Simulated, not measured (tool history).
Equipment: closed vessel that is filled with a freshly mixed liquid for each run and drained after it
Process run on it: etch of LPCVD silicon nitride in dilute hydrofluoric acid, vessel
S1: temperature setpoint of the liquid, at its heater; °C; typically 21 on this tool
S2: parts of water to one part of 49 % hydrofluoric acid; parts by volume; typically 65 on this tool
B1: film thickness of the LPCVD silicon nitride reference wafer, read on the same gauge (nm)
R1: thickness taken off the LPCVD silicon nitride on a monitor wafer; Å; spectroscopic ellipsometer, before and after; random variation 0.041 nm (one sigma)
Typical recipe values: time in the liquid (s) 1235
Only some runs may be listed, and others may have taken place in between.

{"run": 1, "day": 0.0, "S1": 21, "S2": 55, "time in the liquid (s)": 1235, "B1": 59.99, "R1": 97}
{"run": 2, "day": 0.258, "S1": 21, "S2": 55, "time in the liquid (s)": 1235, "B1": 59.99, "R1": 97}
{"run": 3, "day": 0.971, "S1": 21, "S2": 55, "time in the liquid (s)": 1235, "B1": 60.01, "R1": 97.7}
{"run": 4, "day": 1.454, "S1": 21, "S2": 65, "time in the liquid (s)": 1235, "B1": 59.99, "R1": 83.1}
{"run": 5, "day": 1.717, "S1": 21, "S2": 65, "time in the liquid (s)": 1235, "B1": 59.97, "R1": 82.9}
{"run": 6, "day": 2.262, "S1": 21, "S2": 65, "time in the liquid (s)": 1235, "B1": 59.95, "R1": 83}
{"run": 7, "day": 2.708, "S1": 21, "S2": 65, "time in the liquid (s)": 1235, "B1": 60.01, "R1": 84}
{"day": 2.779, "done": "thermometer replaced"}
{"run": 8, "day": 3.133, "S1": 21, "S2": 65, "time in the liquid (s)": 1235, "B1": 60, "R1": 83}
{"run": 9, "day": 3.612, "S1": 21, "S2": 65, "time in the liquid (s)": 1235, "B1": 59.96, "R1": 84.1}
{"day": 3.796, "done": "gauge calibrated"}
{"run": 10, "day": 4.283, "S1": 23.5, "S2": 80, "time in the liquid (s)": 1880, "B1": 60.01, "R1": 122.3}
{"run": 11, "day": 4.712, "S1": 24, "S2": 65, "time in the liquid (s)": 1235, "B1": 60.06, "R1": 103.4}
{"run": 12, "day": 5.079, "S1": 26, "S2": 45, "time in the liquid (s)": 825, "B1": 60.01, "R1": 112.7}
{"run": 13, "day": 5.471, "S1": 18.5, "S2": 75, "time in the liquid (s)": 770, "B1": 59.99, "R1": 38.7}
{"day": 5.888, "done": "hydrofluoric acid flow meter replaced"}
{"run": 14, "day": 6.2, "S1": 22.5, "S2": 55, "time in the liquid (s)": 1655, "B1": 60.05, "R1": 132.9}
{"run": 15, "day": 6.938, "S1": 21, "S2": 65, "time in the liquid (s)": 1235, "B1": 60.01, "R1": 75.7}
{"run": 16, "day": 7.271, "S1": 21, "S2": 65, "time in the liquid (s)": 1235, "B1": 60, "R1": 75.6}
{"run": 17, "day": 7.675, "S1": 24.5, "S2": 40, "time in the liquid (s)": 745, "B1": 59.98, "R1": 94.1}
{"run": 18, "day": 7.962, "S1": 21, "S2": 65, "time in the liquid (s)": 1235, "B1": 60.04, "R1": 76.8}
{"run": 19, "day": 8.258, "S1": 18, "S2": 85, "time in the liquid (s)": 750, "B1": 60.01, "R1": 28.9}

What if the next run were any one of these 4? Each begins from the tool's condition after run 19:
{"run": "A", "day": 8.3, "S1": 21, "S2": 65, "time in the liquid (s)": 1235, "B1": "?", "R1": "?"}
{"run": "B", "day": 8.3, "S1": 25, "S2": 35, "time in the liquid (s)": 555, "B1": "?", "R1": "?"}
{"run": "C", "day": 8.3, "S1": 21, "S2": 80, "time in the liquid (s)": 1490, "B1": "?", "R1": "?"}
{"run": "D", "day": 8.3, "S1": 17.5, "S2": 90, "time in the liquid (s)": 1650, "B1": "?", "R1": "?"}

run=A B1=60.02 R1=76.3
run=B B1=60.02 R1=82.4
run=C B1=60.02 R1=75.2
run=D B1=60.02 R1=58.3
The same runs, with their run-to-run variation unchanged, on a tool lacking any hidden condition would have given:
run=A R1=75.2
run=B R1=81.2
run=C R1=74.1
run=D R1=57.5
